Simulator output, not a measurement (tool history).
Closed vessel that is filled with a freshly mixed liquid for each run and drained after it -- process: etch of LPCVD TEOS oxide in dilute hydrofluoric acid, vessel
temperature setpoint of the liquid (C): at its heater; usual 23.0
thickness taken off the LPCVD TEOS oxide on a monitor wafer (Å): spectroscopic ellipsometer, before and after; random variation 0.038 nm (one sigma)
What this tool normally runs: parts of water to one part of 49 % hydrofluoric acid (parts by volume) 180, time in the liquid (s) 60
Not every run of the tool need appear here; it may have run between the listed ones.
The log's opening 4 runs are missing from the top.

| run | hour | temperature setpoint of the liquid (C) | parts of water to one part of 49 % hydrofluoric acid (parts by volume) | time in the liquid (s) | read-back film thickness of the LPCVD TEOS oxide reference wafer, read on the same gauge (nm) | thickness taken off the LPCVD TEOS oxide on a monitor wafer (Å) |
|---|---|---|---|---|---|---|
| 5 | 111.7 | 25.0 | 180 | 60 | 70.01 | 100.7 |
| 6 | 134.1 | 23.0 | 180 | 60 | 70.02 | 92.8 |
| 7 | 216.2 | 23.0 | 220 | 60 | 69.99 | 73.8 |
| 8 | 247.1 | 23.0 | 180 | 60 | 69.98 | 93.7 |
| 9 | 261.8 | 23.0 | 180 | 60 | 69.98 | 94.5 |
| 10 | 274.7 | 25.0 | 210 | 60 | 70.00 | 83.8 |
|  | 301.7 | thermometer replaced |
| 11 | 303.9 | 23.0 | 140 | 60 | 69.97 | 118.2 |
| 12 | 328.1 | 24.5 | 260 | 45 | 70.01 | 44.3 |
| 13 | 362.1 | 19.5 | 180 | 85 | 70.01 | 110.2 |
| 14 | 400.3 | 23.0 | 180 | 60 | 70.00 | 88.8 |
| 15 | 413.5 | 25.5 | 130 | 90 | 69.98 | 214.7 |
| 16 | 437.4 | 23.0 | 105 | 90 | 70.01 | 250.6 |
| 17 | 472.8 | 23.0 | 180 | 60 | 70.01 | 88.5 |
| 18 | 500.0 | 23.0 | 215 | 45 | 69.99 | 53.9 |
|  | 547.9 | gauge calibrated |
| 19 | 560.4 | 24.5 | 240 | 75 | 70.00 | 83.9 |
| 20 | 578.3 | 25.5 | 90 | 90 | 70.02 | 328.1 |
| 21 | 594.1 | 23.0 | 180 | 60 | 70.01 | 88.8 |
| 22 | 610.7 | 28.0 | 95 | 60 | 69.99 | 227.7 |
| 23 | 641.4 | 23.0 | 180 | 60 | 69.98 | 89.2 |

Run 24 comes next. What will it give?
| 24 | 669.7 | 23.0 | 110 | 60 | ? | ? |

{"run 24": {"read-back film thickness of the LPCVD TEOS oxide reference wafer, read on the same gauge (nm)": 70.01, "thickness taken off the LPCVD TEOS oxide on a monitor wafer (Å)": 159.8}}
On a tool with no hidden condition, and with the same random variation, this run would have come out at thickness taken off the LPCVD TEOS oxide on a monitor wafer (Å) 155.2.
